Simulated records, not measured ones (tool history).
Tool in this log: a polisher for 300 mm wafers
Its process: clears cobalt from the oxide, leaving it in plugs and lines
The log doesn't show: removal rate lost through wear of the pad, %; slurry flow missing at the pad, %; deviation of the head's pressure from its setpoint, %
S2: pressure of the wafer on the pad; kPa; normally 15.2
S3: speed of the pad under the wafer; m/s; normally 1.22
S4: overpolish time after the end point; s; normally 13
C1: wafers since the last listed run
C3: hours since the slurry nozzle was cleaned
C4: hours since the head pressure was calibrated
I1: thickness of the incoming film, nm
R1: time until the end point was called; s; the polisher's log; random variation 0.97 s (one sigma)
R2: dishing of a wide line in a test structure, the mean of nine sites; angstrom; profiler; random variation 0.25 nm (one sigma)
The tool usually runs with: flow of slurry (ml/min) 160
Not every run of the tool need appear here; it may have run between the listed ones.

{"run": 1, "hour": 0.0, "flow of slurry (ml/min)": 160, "S2": 15.2, "S3": 0.94, "S4": 13, "C1": 0, "wafers polished on this pad": 257, "C3": 615.2, "C4": 1234.9, "I1": 383.5, "R1": 70.5, "R2": 219}
{"run": 2, "hour": 12.2, "flow of slurry (ml/min)": 160, "S2": 15.2, "S3": 0.94, "S4": 13, "C1": 125, "wafers polished on this pad": 383, "C3": 627.4, "C4": 1247.1, "I1": 383.8, "R1": 72.0, "R2": 214}
{"run": 3, "hour": 19.9, "flow of slurry (ml/min)": 160, "S2": 15.2, "S3": 0.94, "S4": 13, "C1": 79, "wafers polished on this pad": 462, "C3": 635.1, "C4": 1254.8, "I1": 377.4, "R1": 70.0, "R2": 219}
{"run": 4, "hour": 30.1, "flow of slurry (ml/min)": 130, "S2": 15.2, "S3": 1.22, "S4": 17, "C1": 105, "wafers polished on this pad": 568, "C3": 645.3, "C4": 1265.0, "I1": 379.4, "R1": 58.0, "R2": 226}
{"run": 5, "hour": 38.8, "flow of slurry (ml/min)": 160, "S2": 15.2, "S3": 1.22, "S4": 13, "C1": 89, "wafers polished on this pad": 657, "C3": 654.0, "C4": 1273.7, "I1": 379.0, "R1": 55.0, "R2": 226}
{"run": 6, "hour": 50.1, "flow of slurry (ml/min)": 160, "S2": 15.2, "S3": 1.22, "S4": 13, "C1": 116, "wafers polished on this pad": 774, "C3": 665.3, "C4": 1285.0, "I1": 385.4, "R1": 57.0, "R2": 223}
{"hour": 54.1, "done": "worn pad replaced by a new one"}
{"hour": 56.9, "done": "head pressure recalibrated"}
{"run": 7, "hour": 62.6, "flow of slurry (ml/min)": 160, "S2": 15.2, "S3": 1.22, "S4": 13, "C1": 67, "wafers polished on this pad": 67, "C3": 677.8, "C4": 5.7, "I1": 380.5, "R1": 62.7, "R2": 221}
{"run": 8, "hour": 69.4, "flow of slurry (ml/min)": 160, "S2": 15.2, "S3": 1.22, "S4": 8, "C1": 70, "wafers polished on this pad": 137, "C3": 684.6, "C4": 12.5, "I1": 379.8, "R1": 61.0, "R2": 203}
{"run": 9, "hour": 81.3, "flow of slurry (ml/min)": 160, "S2": 15.2, "S3": 1.22, "S4": 13, "C1": 122, "wafers polished on this pad": 260, "C3": 696.5, "C4": 24.4, "I1": 378.7, "R1": 63.1, "R2": 222}
{"hour": 85.6, "done": "worn pad replaced by a new one, repeated, since the last time left the tool worse"}
{"run": 10, "hour": 95.7, "flow of slurry (ml/min)": 110, "S2": 11.7, "S3": 0.84, "S4": 11, "C1": 107, "wafers polished on this pad": 104, "C3": 710.9, "C4": 38.8, "I1": 377.7, "R1": 108.8, "R2": 190}
{"hour": 110.1, "done": "slurry nozzle cleaned"}
{"run": 11, "hour": 131.4, "flow of slurry (ml/min)": 105, "S2": 10.3, "S3": 1.52, "S4": 5, "C1": 358, "wafers polished on this pad": 462, "C3": 21.3, "C4": 74.5, "I1": 380.4, "R1": 73.3, "R2": 161}
{"run": 12, "hour": 143.8, "flow of slurry (ml/min)": 125, "S2": 15.2, "S3": 1.06, "S4": 13, "C1": 127, "wafers polished on this pad": 590, "C3": 33.7, "C4": 86.9, "I1": 375.6, "R1": 67.2, "R2": 221}
{"hour": 147.9, "done": "worn pad replaced by a new one"}
{"run": 13, "hour": 154.1, "flow of slurry (ml/min)": 160, "S2": 15.2, "S3": 1.22, "S4": 13, "C1": 64, "wafers polished on this pad": 63, "C3": 44.0, "C4": 97.2, "I1": 383.8, "R1": 55.0, "R2": 223}
{"run": 14, "hour": 164.7, "flow of slurry (ml/min)": 140, "S2": 15.2, "S3": 1.6, "S4": 5, "C1": 109, "wafers polished on this pad": 173, "C3": 54.6, "C4": 107.8, "I1": 376.6, "R1": 41.6, "R2": 197}

Here are 5 independent what-if runs from the current tool condition. What would each one return?
{"run": "A", "hour": 165.2, "flow of slurry (ml/min)": 160, "S2": 15.2, "S3": 1.22, "S4": 13, "C1": 5, "wafers polished on this pad": 178, "C3": 55.1, "C4": 108.3, "I1": 384.8, "R1": "?", "R2": "?"}
{"run": "B", "hour": 165.2, "flow of slurry (ml/min)": 195, "S2": 16.5, "S3": 1.22, "S4": 13, "C1": 5, "wafers polished on this pad": 178, "C3": 55.1, "C4": 108.3, "I1": 384.8, "R1": "?", "R2": "?"}
{"run": "C", "hour": 165.2, "flow of slurry (ml/min)": 140, "S2": 15.2, "S3": 1.22, "S4": 13, "C1": 5, "wafers polished on this pad": 178, "C3": 55.1, "C4": 108.3, "I1": 384.8, "R1": "?", "R2": "?"}
{"run": "D", "hour": 165.2, "flow of slurry (ml/min)": 160, "S2": 19.3, "S3": 1.56, "S4": 19, "C1": 5, "wafers polished on this pad": 178, "C3": 55.1, "C4": 108.3, "I1": 384.8, "R1": "?", "R2": "?"}
{"run": "E", "hour": 165.2, "flow of slurry (ml/min)": 160, "S2": 19.3, "S3": 1.08, "S4": 13, "C1": 5, "wafers polished on this pad": 178, "C3": 55.1, "C4": 108.3, "I1": 384.8, "R1": "?", "R2": "?"}

run=A R1=54.9 R2=225
run=B R1=48.8 R2=226
run=C R1=56.4 R2=224
run=D R1=33.8 R2=227
run=E R1=48.8 R2=226
With no hidden state in the tool, these same runs would have given:
run=A R1=53.1 R2=225
run=B R1=47.1 R2=226
run=C R1=54.4 R2=225
run=D R1=32.6 R2=227
run=E R1=47.1 R2=226

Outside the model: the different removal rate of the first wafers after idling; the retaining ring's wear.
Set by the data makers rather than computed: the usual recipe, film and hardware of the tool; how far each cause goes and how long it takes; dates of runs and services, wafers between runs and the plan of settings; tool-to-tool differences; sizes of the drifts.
